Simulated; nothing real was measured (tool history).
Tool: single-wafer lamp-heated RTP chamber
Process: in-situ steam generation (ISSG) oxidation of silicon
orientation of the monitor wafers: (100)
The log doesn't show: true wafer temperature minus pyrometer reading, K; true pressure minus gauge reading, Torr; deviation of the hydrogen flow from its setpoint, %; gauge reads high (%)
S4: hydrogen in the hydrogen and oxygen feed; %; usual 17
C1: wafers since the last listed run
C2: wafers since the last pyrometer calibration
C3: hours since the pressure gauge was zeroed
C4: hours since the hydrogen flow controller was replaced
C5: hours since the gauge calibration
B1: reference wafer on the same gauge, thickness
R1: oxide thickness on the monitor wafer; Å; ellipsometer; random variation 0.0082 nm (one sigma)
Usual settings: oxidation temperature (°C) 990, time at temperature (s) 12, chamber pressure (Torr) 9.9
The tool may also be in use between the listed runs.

{"run": 1, "hour": 0.0, "oxidation temperature (°C)": 990, "time at temperature (s)": 12, "chamber pressure (Torr)": 9.9, "S4": 17, "C1": 0, "C2": 770, "C3": 1544.5, "C4": 1111.2, "C5": 434.2, "B1": 3.259, "R1": 39.17}
{"run": 2, "hour": 55.8, "oxidation temperature (°C)": 990, "time at temperature (s)": 12, "chamber pressure (Torr)": 9.9, "S4": 17, "C1": 656, "C2": 1427, "C3": 1600.3, "C4": 1167.0, "C5": 490.0, "B1": 3.26, "R1": 39.32}
{"run": 3, "hour": 118.8, "oxidation temperature (°C)": 990, "time at temperature (s)": 12, "chamber pressure (Torr)": 9.9, "S4": 17, "C1": 740, "C2": 2168, "C3": 1663.3, "C4": 1230.0, "C5": 553.0, "B1": 3.261, "R1": 39.25}
{"run": 4, "hour": 155.5, "oxidation temperature (°C)": 990, "time at temperature (s)": 16, "chamber pressure (Torr)": 10.2, "S4": 17, "C1": 431, "C2": 2599, "C3": 1700.0, "C4": 1266.7, "C5": 589.7, "B1": 3.258, "R1": 44.18}
{"run": 5, "hour": 199.8, "oxidation temperature (°C)": 990, "time at temperature (s)": 16, "chamber pressure (Torr)": 10.2, "S4": 17, "C1": 521, "C2": 3120, "C3": 1744.3, "C4": 1311.0, "C5": 634.0, "B1": 3.258, "R1": 44.23}
{"run": 6, "hour": 261.6, "oxidation temperature (°C)": 990, "time at temperature (s)": 12, "chamber pressure (Torr)": 9.9, "S4": 17, "C1": 726, "C2": 3847, "C3": 1806.1, "C4": 1372.8, "C5": 695.8, "B1": 3.262, "R1": 39.18}
{"hour": 274.7, "done": "pyrometer window cleaned and pyrometer calibrated"}
{"run": 7, "hour": 453.9, "oxidation temperature (°C)": 990, "time at temperature (s)": 12, "chamber pressure (Torr)": 9.9, "S4": 17, "C1": 2167, "C2": 2107, "C3": 1998.4, "C4": 1565.1, "C5": 888.1, "B1": 3.261, "R1": 39.14}
{"run": 8, "hour": 479.0, "oxidation temperature (°C)": 990, "time at temperature (s)": 12, "chamber pressure (Torr)": 9.9, "S4": 17, "C1": 295, "C2": 2402, "C3": 2023.5, "C4": 1590.2, "C5": 913.2, "B1": 3.258, "R1": 39.31}
{"run": 9, "hour": 534.3, "oxidation temperature (°C)": 990, "time at temperature (s)": 12, "chamber pressure (Torr)": 9.9, "S4": 17, "C1": 650, "C2": 3052, "C3": 2078.8, "C4": 1645.5, "C5": 968.5, "B1": 3.261, "R1": 39.2}
{"run": 10, "hour": 601.1, "oxidation temperature (°C)": 990, "time at temperature (s)": 12, "chamber pressure (Torr)": 9.9, "S4": 17, "C1": 785, "C2": 3838, "C3": 2145.6, "C4": 1712.3, "C5": 1035.3, "B1": 3.257, "R1": 39.43}
{"hour": 654.5, "done": "gauge calibrated"}
{"hour": 659.8, "done": "pyrometer window cleaned and pyrometer calibrated"}
{"hour": 673.0, "done": "hydrogen flow controller replaced"}
{"run": 11, "hour": 673.5, "oxidation temperature (°C)": 990, "time at temperature (s)": 12, "chamber pressure (Torr)": 9.9, "S4": 17, "C1": 663, "C2": 67, "C3": 2218.0, "C4": 0.5, "C5": 19.0, "B1": 3.26, "R1": 39.15}
{"hour": 712.7, "done": "pressure gauge zeroed"}
{"run": 12, "hour": 713.2, "oxidation temperature (°C)": 990, "time at temperature (s)": 12, "chamber pressure (Torr)": 10.2, "S4": 27, "C1": 372, "C2": 440, "C3": 0.5, "C4": 40.2, "C5": 58.7, "B1": 3.26, "R1": 43.46}
{"run": 13, "hour": 763.7, "oxidation temperature (°C)": 971, "time at temperature (s)": 12, "chamber pressure (Torr)": 10.2, "S4": 17, "C1": 593, "C2": 1034, "C3": 51.0, "C4": 90.7, "C5": 109.2, "B1": 3.259, "R1": 36.8}
{"run": 14, "hour": 808.1, "oxidation temperature (°C)": 990, "time at temperature (s)": 13, "chamber pressure (Torr)": 10.2, "S4": 24, "C1": 522, "C2": 1556, "C3": 95.4, "C4": 135.1, "C5": 153.6, "B1": 3.258, "R1": 43.72}
{"run": 15, "hour": 877.8, "oxidation temperature (°C)": 1004, "time at temperature (s)": 12, "chamber pressure (Torr)": 9.2, "S4": 13, "C1": 819, "C2": 2376, "C3": 165.1, "C4": 204.8, "C5": 223.3, "B1": 3.26, "R1": 39.13}
{"run": 16, "hour": 934.8, "oxidation temperature (°C)": 990, "time at temperature (s)": 12, "chamber pressure (Torr)": 9.9, "S4": 17, "C1": 670, "C2": 3046, "C3": 222.1, "C4": 261.8, "C5": 280.3, "B1": 3.263, "R1": 39.25}
{"run": 17, "hour": 978.7, "oxidation temperature (°C)": 990, "time at temperature (s)": 8, "chamber pressure (Torr)": 10.2, "S4": 17, "C1": 516, "C2": 3562, "C3": 266.0, "C4": 305.7, "C5": 324.2, "B1": 3.262, "R1": 32.97}
{"run": 18, "hour": 1004.2, "oxidation temperature (°C)": 1010, "time at temperature (s)": 13, "chamber pressure (Torr)": 9.0, "S4": 14, "C1": 299, "C2": 3862, "C3": 291.5, "C4": 331.2, "C5": 349.7, "B1": 3.262, "R1": 42.3}
{"hour": 1037.0, "done": "pyrometer window cleaned and pyrometer calibrated"}
{"run": 19, "hour": 1048.5, "oxidation temperature (°C)": 990, "time at temperature (s)": 8, "chamber pressure (Torr)": 9.1, "S4": 17, "C1": 426, "C2": 135, "C3": 335.8, "C4": 375.5, "C5": 394.0, "B1": 3.259, "R1": 33.52}
{"run": 20, "hour": 1090.1, "oxidation temperature (°C)": 990, "time at temperature (s)": 12, "chamber pressure (Torr)": 9.9, "S4": 11, "C1": 489, "C2": 624, "C3": 377.4, "C4": 417.1, "C5": 435.6, "B1": 3.261, "R1": 35.7}

Forecast each of these 4 alternatives for the next run:
{"run": "A", "hour": 1090.5, "oxidation temperature (°C)": 990, "time at temperature (s)": 12, "chamber pressure (Torr)": 9.1, "S4": 17, "C1": 4, "C2": 629, "C3": 377.8, "C4": 417.5, "C5": 436.0, "B1": "?", "R1": "?"}
{"run": "B", "hour": 1090.5, "oxidation temperature (°C)": 990, "time at temperature (s)": 11, "chamber pressure (Torr)": 9.9, "S4": 17, "C1": 4, "C2": 629, "C3": 377.8, "C4": 417.5, "C5": 436.0, "B1": "?", "R1": "?"}
{"run": "C", "hour": 1090.5, "oxidation temperature (°C)": 982, "time at temperature (s)": 12, "chamber pressure (Torr)": 9.9, "S4": 17, "C1": 4, "C2": 629, "C3": 377.8, "C4": 417.5, "C5": 436.0, "B1": "?", "R1": "?"}
{"run": "D", "hour": 1090.5, "oxidation temperature (°C)": 990, "time at temperature (s)": 16, "chamber pressure (Torr)": 9.9, "S4": 17, "C1": 4, "C2": 629, "C3": 377.8, "C4": 417.5, "C5": 436.0, "B1": "?", "R1": "?"}

run=A B1=3.259 R1=39.67
run=B B1=3.259 R1=37.79
run=C B1=3.259 R1=38.25
run=D B1=3.259 R1=44.43
Without the tool's hidden state the same runs would have given:
run=A R1=39.67
run=B R1=37.79
run=C R1=38.25
run=D R1=44.43

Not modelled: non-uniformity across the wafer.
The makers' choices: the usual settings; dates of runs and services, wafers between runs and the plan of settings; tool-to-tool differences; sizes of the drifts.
